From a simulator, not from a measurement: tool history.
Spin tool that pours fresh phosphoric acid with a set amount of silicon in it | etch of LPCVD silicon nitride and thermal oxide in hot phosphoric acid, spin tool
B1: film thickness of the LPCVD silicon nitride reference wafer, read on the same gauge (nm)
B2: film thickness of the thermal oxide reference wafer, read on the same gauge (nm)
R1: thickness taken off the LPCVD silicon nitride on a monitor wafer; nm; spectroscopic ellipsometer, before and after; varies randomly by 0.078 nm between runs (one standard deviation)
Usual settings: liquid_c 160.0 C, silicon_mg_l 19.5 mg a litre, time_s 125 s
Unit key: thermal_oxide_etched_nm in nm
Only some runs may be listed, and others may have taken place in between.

Run 1, day 0.000: usual settings; B1 60.03; B2 50.006. Result: R1 11.73 nm, thermal_oxide_etched_nm 0.271 nm.
Run 2, day 0.812: usual settings but silicon_mg_l 16.0 mg a litre; B1 60.00; B2 49.987. Result: R1 11.68 nm, thermal_oxide_etched_nm 0.198 nm.
Run 3, day 2.062: usual settings but silicon_mg_l 16.0 mg a litre; B1 59.99; B2 50.018. Result: R1 11.60 nm, thermal_oxide_etched_nm 0.269 nm.
Run 4, day 2.838: usual settings but silicon_mg_l 16.0 mg a litre; B1 60.01; B2 50.006. Result: R1 11.73 nm, thermal_oxide_etched_nm 0.295 nm.
Run 5, day 4.033: usual settings but liquid_c 159.5 C, time_s 155 s; B1 60.01; B2 50.001. Result: R1 14.09 nm, thermal_oxide_etched_nm 0.335 nm.
Run 6, day 4.879: usual settings but liquid_c 159.5 C, time_s 155 s; B1 60.04; B2 50.027. Result: R1 14.25 nm, thermal_oxide_etched_nm 0.301 nm.
Run 7, day 5.521: usual settings but liquid_c 159.5 C, time_s 155 s; B1 60.01; B2 49.989. Result: R1 14.23 nm, thermal_oxide_etched_nm 0.257 nm.
Run 8, day 6.804: usual settings but liquid_c 158.0 C, time_s 155 s; B1 59.98; B2 49.983. Result: R1 13.43 nm, thermal_oxide_etched_nm 0.274 nm.
Run 9, day 8.192: usual settings but liquid_c 158.0 C; B1 59.98; B2 50.001. Result: R1 10.87 nm, thermal_oxide_etched_nm 0.204 nm.
Run 10, day 8.904: usual settings but liquid_c 158.0 C; B1 59.98; B2 50.010. Result: R1 10.85 nm, thermal_oxide_etched_nm 0.236 nm.
Run 11, day 9.908: usual settings but time_s 90 s; B1 59.96; B2 50.001. Result: R1 8.40 nm, thermal_oxide_etched_nm 0.173 nm.
Run 12, day 11.383: usual settings but liquid_c 162.5 C, silicon_mg_l 13.5 mg a litre, time_s 195 s; B1 60.02; B2 50.022. Result: R1 19.58 nm, thermal_oxide_etched_nm 0.518 nm.
At day 12.242: gauge calibrated.
At day 12.550: heated supply line repaired.
Run 13, day 12.875: usual settings; B1 59.99; B2 50.019. Result: R1 11.52 nm, thermal_oxide_etched_nm 0.267 nm.
Run 14, day 14.250: usual settings but time_s 100 s; B1 60.00; B2 50.013. Result: R1 9.37 nm, thermal_oxide_etched_nm 0.200 nm.
Run 15, day 14.946: usual settings but time_s 155 s; B1 60.00; B2 50.020. Result: R1 14.53 nm, thermal_oxide_etched_nm 0.331 nm.
At day 15.996: dissolved silicon flow meter replaced.
Run 16, day 16.167: usual settings but liquid_c 157.0 C; B1 59.98; B2 50.016. Result: R1 10.47 nm, thermal_oxide_etched_nm 0.197 nm.
At day 17.125: thermometer replaced.
Run 17, day 17.200: usual settings but liquid_c 161.0 C, silicon_mg_l 31.0 mg a litre, time_s 90 s; B1 60.02; B2 49.991. Result: R1 8.71 nm, thermal_oxide_etched_nm 0.122 nm.
Run 18, day 18.242: usual settings; B1 60.02; B2 49.997. Result: R1 11.62 nm, thermal_oxide_etched_nm 0.271 nm.
Run 19, day 19.238: usual settings but liquid_c 157.5 C, time_s 175 s; B1 59.99; B2 50.004. Result: R1 15.03 nm, thermal_oxide_etched_nm 0.298 nm.
Run 20, day 20.367: usual settings but liquid_c 163.0 C, silicon_mg_l 25.5 mg a litre, time_s 70 s; B1 60.03; B2 50.023. Result: R1 7.22 nm, thermal_oxide_etched_nm 0.153 nm.
Run 21, day 21.500: usual settings; B1 60.01; B2 50.010. Result: R1 11.72 nm, thermal_oxide_etched_nm 0.250 nm.

The tool's hidden state at each run:
liquid colder than its thermometer reads (K): 0 on each run
dissolved silicon flow above the setpoint (%): 0 on each run
temperature lost on the way to the wafer (K): 0 on each run
gauge reads high (%): 0 on each run
